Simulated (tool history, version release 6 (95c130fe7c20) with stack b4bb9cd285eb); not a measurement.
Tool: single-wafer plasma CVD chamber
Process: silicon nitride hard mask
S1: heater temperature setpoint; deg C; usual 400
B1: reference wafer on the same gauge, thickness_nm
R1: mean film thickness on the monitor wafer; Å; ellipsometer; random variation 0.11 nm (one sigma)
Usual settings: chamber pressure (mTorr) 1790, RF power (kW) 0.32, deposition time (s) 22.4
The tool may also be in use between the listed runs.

run 1 day=0 | S1=400 chamber_pressure_(mTorr)=1790 RF_power_(kW)=0.32 deposition_time_(s)=22.4 | B1=30.665 | R1=267.67
run 2 day=2.129 | S1=400 chamber_pressure_(mTorr)=1790 RF_power_(kW)=0.32 deposition_time_(s)=22.4 | B1=30.7 | R1=269.59
run 3 day=4.021 | S1=407 chamber_pressure_(mTorr)=1520 RF_power_(kW)=0.32 deposition_time_(s)=22.4 | B1=30.755 | R1=257.76
run 4 day=5.546 | S1=407 chamber_pressure_(mTorr)=1520 RF_power_(kW)=0.32 deposition_time_(s)=22.4 | B1=30.83 | R1=260.42
run 5 day=7.762 | S1=400 chamber_pressure_(mTorr)=1790 RF_power_(kW)=0.32 deposition_time_(s)=22.4 | B1=30.881 | R1=272.38
run 6 day=9.096 | S1=400 chamber_pressure_(mTorr)=1790 RF_power_(kW)=0.32 deposition_time_(s)=22.4 | B1=30.947 | R1=272.6
run 7 day=10.275 | S1=400 chamber_pressure_(mTorr)=1790 RF_power_(kW)=0.32 deposition_time_(s)=22.4 | B1=30.927 | R1=271.93
run 8 day=11.679 | S1=400 chamber_pressure_(mTorr)=1790 RF_power_(kW)=0.3 deposition_time_(s)=22.4 | B1=30.988 | R1=261.18
run 9 day=12.888 | S1=400 chamber_pressure_(mTorr)=1790 RF_power_(kW)=0.3 deposition_time_(s)=22.4 | B1=31.012 | R1=260.97
run 10 day=14.95 | S1=400 chamber_pressure_(mTorr)=1790 RF_power_(kW)=0.3 deposition_time_(s)=22.4 | B1=31.078 | R1=261.59
-- day=15.483 gauge calibrated
run 11 day=16.392 | S1=397 chamber_pressure_(mTorr)=1790 RF_power_(kW)=0.32 deposition_time_(s)=24.4 | B1=29.879 | R1=286.67
-- day=17.971 capacitance manometer re-zeroed and calibrated
run 12 day=18.8 | S1=387 chamber_pressure_(mTorr)=1790 RF_power_(kW)=0.34 deposition_time_(s)=22.4 | B1=29.946 | R1=276.61
run 13 day=19.875 | S1=400 chamber_pressure_(mTorr)=1790 RF_power_(kW)=0.32 deposition_time_(s)=24.2 | B1=29.999 | R1=283.02
-- day=21.188 RF generator calibrated
run 14 day=22.383 | S1=400 chamber_pressure_(mTorr)=1790 RF_power_(kW)=0.32 deposition_time_(s)=22.4 | B1=30.079 | R1=264.76
run 15 day=23.662 | S1=400 chamber_pressure_(mTorr)=1790 RF_power_(kW)=0.32 deposition_time_(s)=18.3 | B1=30.128 | R1=215.84
-- day=25.129 showerhead replaced
run 16 day=25.9 | S1=411 chamber_pressure_(mTorr)=1590 RF_power_(kW)=0.32 deposition_time_(s)=22.4 | B1=30.147 | R1=255.71
run 17 day=27.529 | S1=400 chamber_pressure_(mTorr)=1790 RF_power_(kW)=0.32 deposition_time_(s)=22.4 | B1=30.19 | R1=265.49
run 18 day=29.471 | S1=400 chamber_pressure_(mTorr)=1370 RF_power_(kW)=0.26 deposition_time_(s)=19.1 | B1=30.241 | R1=180.24
-- day=30.233 thermocouple changed; heater temperature recalibrated
run 19 day=31.85 | S1=400 chamber_pressure_(mTorr)=1790 RF_power_(kW)=0.375 deposition_time_(s)=25.6 | B1=30.352 | R1=340.72
run 20 day=33.088 | S1=400 chamber_pressure_(mTorr)=1790 RF_power_(kW)=0.32 deposition_time_(s)=22.4 | B1=30.374 | R1=266.22
run 21 day=35.708 | S1=414 chamber_pressure_(mTorr)=1790 RF_power_(kW)=0.36 deposition_time_(s)=19.2 | B1=30.446 | R1=248.28
run 22 day=38.533 | S1=400 chamber_pressure_(mTorr)=1790 RF_power_(kW)=0.355 deposition_time_(s)=19 | B1=30.514 | R1=244.15

5 ways to go on from here, each from the tool as it stands after run 22. What would each give?
run A day=38.55 | S1=400 chamber_pressure_(mTorr)=1790 RF_power_(kW)=0.32 deposition_time_(s)=22.4 | B1=? | R1=?
run B day=38.55 | S1=400 chamber_pressure_(mTorr)=1790 RF_power_(kW)=0.36 deposition_time_(s)=22.4 | B1=? | R1=?
run C day=38.55 | S1=400 chamber_pressure_(mTorr)=1930 RF_power_(kW)=0.32 deposition_time_(s)=22.4 | B1=? | R1=?
run D day=38.55 | S1=385 chamber_pressure_(mTorr)=1580 RF_power_(kW)=0.3 deposition_time_(s)=23.9 | B1=? | R1=?
run E day=38.55 | S1=392 chamber_pressure_(mTorr)=1790 RF_power_(kW)=0.32 deposition_time_(s)=22.4 | B1=? | R1=?

run=A B1=30.532 R1=267.31
run=B B1=30.532 R1=290.05
run=C B1=30.532 R1=272.86
run=D B1=30.532 R1=264.35
run=E B1=30.532 R1=268.1
Without the tool's hidden state the same runs would have given:
run=A R1=261.07
run=B R1=283.28
run=C R1=266.49
run=D R1=258.18
run=E R1=261.84
